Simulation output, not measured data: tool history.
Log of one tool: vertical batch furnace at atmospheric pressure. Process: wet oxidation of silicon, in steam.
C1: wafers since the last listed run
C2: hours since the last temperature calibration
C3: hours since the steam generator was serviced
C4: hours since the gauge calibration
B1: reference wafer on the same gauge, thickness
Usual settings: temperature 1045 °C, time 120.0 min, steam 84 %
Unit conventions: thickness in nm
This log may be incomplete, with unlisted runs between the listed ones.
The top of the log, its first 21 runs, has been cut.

run 22 hour=487.4 | temperature=1038 time=157.0 steam=73 | C1=310 C2=1947.6 C3=201.4 C4=128.0 | B1=673.19 | thickness=807.41
-- hour=522.6 thermocouples replaced and temperature profile calibrated
run 23 hour=523.1 | temperature=1037 time=69.0 steam=96 | C1=156 C2=0.5 C3=237.1 C4=163.7 | B1=673.25 | thickness=563.70
run 24 hour=529.6 | temperature=1038 time=157.0 steam=73 | C1=87 C2=7.0 C3=243.6 C4=170.2 | B1=672.56 | thickness=787.28
run 25 hour=536.3 | temperature=1045 time=176.5 steam=84 | C1=89 C2=13.7 C3=250.3 C4=176.9 | B1=672.51 | thickness=940.27
run 26 hour=554.5 | temperature=1063 time=90.0 steam=84 | C1=243 C2=31.9 C3=268.5 C4=195.1 | B1=673.20 | thickness=695.66
run 27 hour=573.6 | temperature=1036 time=120.0 steam=93 | C1=255 C2=51.0 C3=287.6 C4=214.2 | B1=672.66 | thickness=771.93
run 28 hour=587.4 | temperature=1065 time=120.0 steam=81 | C1=184 C2=64.8 C3=301.4 C4=228.0 | B1=672.87 | thickness=808.61
run 29 hour=614.1 | temperature=1067 time=155.5 steam=78 | C1=357 C2=91.5 C3=328.1 C4=254.7 | B1=673.45 | thickness=923.25
run 30 hour=630.3 | temperature=1024 time=136.0 steam=78 | C1=217 C2=107.7 C3=344.3 C4=270.9 | B1=672.76 | thickness=703.60
run 31 hour=648.7 | temperature=1045 time=164.0 steam=84 | C1=246 C2=126.1 C3=362.7 C4=289.3 | B1=673.36 | thickness=911.50
run 32 hour=658.1 | temperature=1045 time=146.5 steam=77 | C1=125 C2=135.5 C3=372.1 C4=298.7 | B1=673.32 | thickness=810.14
run 33 hour=669.7 | temperature=1069 time=120.0 steam=72 | C1=155 C2=147.1 C3=383.7 C4=310.3 | B1=672.75 | thickness=771.97
run 34 hour=685.7 | temperature=1031 time=120.0 steam=84 | C1=214 C2=163.1 C3=399.7 C4=326.3 | B1=672.74 | thickness=712.61
run 35 hour=704.9 | temperature=1062 time=120.0 steam=84 | C1=257 C2=182.3 C3=418.9 C4=345.5 | B1=673.06 | thickness=818.14
run 36 hour=731.5 | temperature=1045 time=120.0 steam=84 | C1=356 C2=208.9 C3=445.5 C4=372.1 | B1=672.46 | thickness=763.06
run 37 hour=746.3 | temperature=1045 time=145.5 steam=96 | C1=198 C2=223.7 C3=460.3 C4=386.9 | B1=673.06 | thickness=920.08

5 ways to go on from here, each from the tool as it stands after run 37. What would each give?
run A hour=752.9 | temperature=1045 time=120.0 steam=84 | C1=88 C2=230.3 C3=466.9 C4=393.5 | B1=? | thickness=?
run B hour=752.9 | temperature=1045 time=102.5 steam=95 | C1=88 C2=230.3 C3=466.9 C4=393.5 | B1=? | thickness=?
run C hour=752.9 | temperature=1037 time=120.0 steam=84 | C1=88 C2=230.3 C3=466.9 C4=393.5 | B1=? | thickness=?
run D hour=752.9 | temperature=1045 time=88.0 steam=84 | C1=88 C2=230.3 C3=466.9 C4=393.5 | B1=? | thickness=?
run E hour=752.9 | temperature=1026 time=92.5 steam=74 | C1=88 C2=230.3 C3=466.9 C4=393.5 | B1=? | thickness=?

run=A B1=672.95 thickness=757.94
run=B B1=672.95 thickness=742.78
run=C B1=672.95 thickness=729.74
run=D B1=672.95 thickness=631.19
run=E B1=672.95 thickness=544.35
With the hidden condition removed and each run's random variation left untouched, the same runs would have given:
run=A thickness=751.31
run=B thickness=736.24
run=C thickness=723.04
run=D thickness=625.28
run=E thickness=538.48
